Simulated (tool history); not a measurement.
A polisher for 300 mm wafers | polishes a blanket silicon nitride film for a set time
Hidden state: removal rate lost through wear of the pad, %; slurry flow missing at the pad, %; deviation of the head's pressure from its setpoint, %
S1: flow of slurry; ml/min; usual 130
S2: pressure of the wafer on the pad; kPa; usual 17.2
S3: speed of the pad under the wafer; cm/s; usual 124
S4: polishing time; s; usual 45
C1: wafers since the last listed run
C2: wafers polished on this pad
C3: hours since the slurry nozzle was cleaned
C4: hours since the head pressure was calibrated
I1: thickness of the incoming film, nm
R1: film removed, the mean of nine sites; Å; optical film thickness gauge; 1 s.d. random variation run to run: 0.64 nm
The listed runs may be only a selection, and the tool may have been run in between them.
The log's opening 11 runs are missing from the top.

run 12 hour=241.1 | S1=100 S2=17.2 S3=124 S4=45 | C1=203 C2=1535 C3=629.8 C4=1233.3 | I1=411.8 | R1=594
run 13 hour=254.2 | S1=130 S2=17.2 S3=124 S4=45 | C1=160 C2=1695 C3=642.9 C4=1246.4 | I1=411 | R1=641
-- hour=274.5 worn pad replaced by a new one
run 14 hour=284.7 | S1=115 S2=17.2 S3=124 S4=45 | C1=324 C2=125 C3=673.4 C4=1276.9 | I1=415.8 | R1=611
run 15 hour=310.7 | S1=115 S2=17.2 S3=124 S4=45 | C1=318 C2=444 C3=699.4 C4=1302.9 | I1=410.9 | R1=611
run 16 hour=346.6 | S1=130 S2=17.2 S3=124 S4=45 | C1=440 C2=884 C3=735.3 C4=1338.8 | I1=406.6 | R1=623
-- hour=358.6 slurry nozzle cleaned
run 17 hour=370.6 | S1=95 S2=21.4 S3=124 S4=59 | C1=281 C2=1166 C3=12 C4=1362.8 | I1=412.9 | R1=994
run 18 hour=384.7 | S1=130 S2=17.2 S3=124 S4=45 | C1=172 C2=1339 C3=26.1 C4=1376.9 | I1=407.2 | R1=668
run 19 hour=410.8 | S1=130 S2=17.2 S3=166 S4=40 | C1=319 C2=1658 C3=52.2 C4=1403 | I1=415.8 | R1=763
-- hour=417.1 worn pad replaced by a new one
-- hour=434 head pressure recalibrated
run 20 hour=439.7 | S1=100 S2=17.2 S3=124 S4=45 | C1=280 C2=252 C3=81.1 C4=5.7 | I1=408.3 | R1=634
run 21 hour=458.5 | S1=85 S2=19.3 S3=104 S4=34 | C1=230 C2=482 C3=99.9 C4=24.5 | I1=409.6 | R1=449
run 22 hour=483.5 | S1=130 S2=22.1 S3=124 S4=45 | C1=306 C2=789 C3=124.9 C4=49.5 | I1=410.5 | R1=858
run 23 hour=502.8 | S1=130 S2=17.2 S3=124 S4=45 | C1=236 C2=1025 C3=144.2 C4=68.8 | I1=402.2 | R1=667
run 24 hour=528.4 | S1=130 S2=17.2 S3=124 S4=45 | C1=313 C2=1339 C3=169.8 C4=94.4 | I1=403.9 | R1=663
-- hour=577.7 worn pad replaced by a new one
run 25 hour=632.7 | S1=130 S2=17.2 S3=124 S4=45 | C1=1229 C2=673 C3=274.1 C4=198.7 | I1=408.7 | R1=663
run 26 hour=666.8 | S1=130 S2=17.2 S3=108 S4=55 | C1=418 C2=1091 C3=308.2 C4=232.8 | I1=417.8 | R1=718
run 27 hour=689.1 | S1=90 S2=12.4 S3=124 S4=45 | C1=273 C2=1365 C3=330.5 C4=255.1 | I1=412.5 | R1=440
run 28 hour=717.2 | S1=130 S2=17.2 S3=124 S4=45 | C1=344 C2=1709 C3=358.6 C4=283.2 | I1=410.1 | R1=657
run 29 hour=730.4 | S1=150 S2=17.2 S3=124 S4=45 | C1=161 C2=1871 C3=371.8 C4=296.4 | I1=404.9 | R1=682
-- hour=734.7 worn pad replaced by a new one
run 30 hour=757.5 | S1=155 S2=13.1 S3=124 S4=32 | C1=283 C2=280 C3=398.9 C4=323.5 | I1=406.4 | R1=368
run 31 hour=771.9 | S1=90 S2=14.5 S3=140 S4=57 | C1=176 C2=456 C3=413.3 C4=337.9 | I1=410.6 | R1=689
run 32 hour=795.1 | S1=130 S2=17.2 S3=124 S4=45 | C1=284 C2=740 C3=436.5 C4=361.1 | I1=413.1 | R1=650

3 options for the next run, each taken on its own from the tool as it stands now. Forecast them:
run A hour=795.5 | S1=110 S2=17.2 S3=124 S4=45 | C1=4 C2=745 C3=436.9 C4=361.5 | I1=404.9 | R1=?
run B hour=795.5 | S1=155 S2=17.2 S3=124 S4=50 | C1=4 C2=745 C3=436.9 C4=361.5 | I1=404.9 | R1=?
run C hour=795.5 | S1=130 S2=13.1 S3=124 S4=45 | C1=4 C2=745 C3=436.9 C4=361.5 | I1=404.9 | R1=?

run=A R1=625
run=B R1=749
run=C R1=494
With no hidden state in the tool, these same runs would have given:
run=A R1=650
run=B R1=771
run=C R1=511
